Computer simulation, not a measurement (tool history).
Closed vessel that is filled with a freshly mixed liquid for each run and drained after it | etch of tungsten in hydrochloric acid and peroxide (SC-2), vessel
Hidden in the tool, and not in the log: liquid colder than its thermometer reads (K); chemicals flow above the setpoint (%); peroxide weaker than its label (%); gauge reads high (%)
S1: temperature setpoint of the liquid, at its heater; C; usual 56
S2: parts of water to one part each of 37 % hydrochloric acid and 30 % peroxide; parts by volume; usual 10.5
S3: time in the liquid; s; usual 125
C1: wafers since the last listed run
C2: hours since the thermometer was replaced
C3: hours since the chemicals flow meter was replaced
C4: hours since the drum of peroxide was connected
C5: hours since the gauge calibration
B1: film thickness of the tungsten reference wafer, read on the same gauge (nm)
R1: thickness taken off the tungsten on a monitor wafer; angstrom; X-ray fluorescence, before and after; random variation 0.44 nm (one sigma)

run    hour    S1    S2   S3     C1      C2      C3     C4      C5     B1      R1
  1       0    56  10.5  125      0  1934.7   990.7   15.2  1574.6  89.98   544.4
  2    62.3    56  10.5  125   7212    1997    1053   77.5  1636.9  90.02   536.5
  3   110.7    56  12.5  125   5603  2045.4  1101.4  125.9  1685.3  89.99   470.3
  4   172.8    56  12.5  125   7189  2107.5  1163.5    188  1747.4  90.03   468.3
  5   199.5    56  12.5  125   3091  2134.2  1190.2  214.7  1774.1  90.01   471.1
  6   256.5    56  10.5  125   6599  2191.2  1247.2  271.7  1831.1  89.99   548.6
      270.2  -- gauge calibrated
  7   322.3    56  10.5  125   7618    2257    1313  337.5    52.1     90   543.5
      386.1  -- thermometer replaced
  8   423.2    59    13  125  11565    37.1  1413.9  438.4     153     90   564.5
  9   493.4    59    13  125   8127   107.3  1484.1  508.6   223.2  89.97   563.9
 10   519.2    56  10.5  125   2987   133.1  1509.9  534.4     249  90.01   550.6
      538.3  -- chemicals flow meter replaced
 11   556.9  60.5   8.5   95   4248   170.8    18.6  572.1   286.7  89.96   609.2
 12   602.3    56    13   95   5256   216.2      64  617.5   332.1  89.99   328.5
      634.3  -- new drum of peroxide connected
 13   635.7    53     7  195   3751   249.6    97.4    1.4   365.5  89.98   906.5
 14   697.3    56    14  100   7131   311.2     159     63   427.1  89.99     319
 15   738.6    62   8.5  125   4781   352.5   200.3  104.3   468.4  89.98   909.1
 16   793.7  47.5  14.5   95   6379   407.6   255.4  159.4   523.5  90.01   167.3
 17   849.1  65.5    14   50   6413     463   310.8  214.8   578.9  90.04     294
 18   912.3    49     6  125   7316   526.2     374    278   642.1  89.99   501.9
 19   957.2    52   8.5   65   5198   571.1   418.9  322.9     687  89.98   248.9
 20   986.2    56  10.5  125   3357   600.1   447.9  351.9     716  89.98   524.8
 21  1015.6    56  10.5  150   3403   629.5   477.3  381.3   745.4     90   618.5
 22  1040.7  62.5  13.5  195   2905   654.6   502.4  406.4   770.5  89.98  1000.6
 23  1084.1    63  10.5  125   5024     698   545.8  449.8   813.9  89.97   810.6
 24  1152.4  51.5  10.5  125   7907   766.3   614.1  518.1   882.2  89.99   397.6
 25  1201.9    59    13  125   5730   815.8   663.6  567.6   931.7  90.04   537.6
 26  1249.5    56  14.5  125   5510   863.4   711.2  615.2   979.3  90.01   402.4
       1280  -- new drum of peroxide connected
 27  1286.3    56   6.5  125   4144   900.2     748    6.3  1016.1  90.01   767.6
 28    1338    56  10.5  125   5985   951.9   799.7     58  1067.8  89.96   533.8
 29  1398.7    56  10.5  125   7027  1012.6   860.4  118.7  1128.5  90.02   524.1
 30  1470.1  52.5   8.5  145   8266    1084   931.8  190.1  1199.9  89.99   585.4

4 ways to go on from here, each from the tool as it stands after run 30. What would each give?
  A  1470.8    56  10.5  125  81  1084.7  932.5  190.8  1200.6   ?   ?
  B  1470.8    56     6  125  81  1084.7  932.5  190.8  1200.6   ?   ?
  C  1470.8  65.5   7.5  125  81  1084.7  932.5  190.8  1200.6   ?   ?
  D  1470.8    56  10.5   55  81  1084.7  932.5  190.8  1200.6   ?   ?

run     B1      R1
  A  90.04     542
  B  90.04   841.2
  C  90.04  1286.1
  D  90.04   238.5
Without the tool's hidden state the same runs would have given:
run      R1
  A     510
  B   796.9
  C  1214.8
  D   224.4

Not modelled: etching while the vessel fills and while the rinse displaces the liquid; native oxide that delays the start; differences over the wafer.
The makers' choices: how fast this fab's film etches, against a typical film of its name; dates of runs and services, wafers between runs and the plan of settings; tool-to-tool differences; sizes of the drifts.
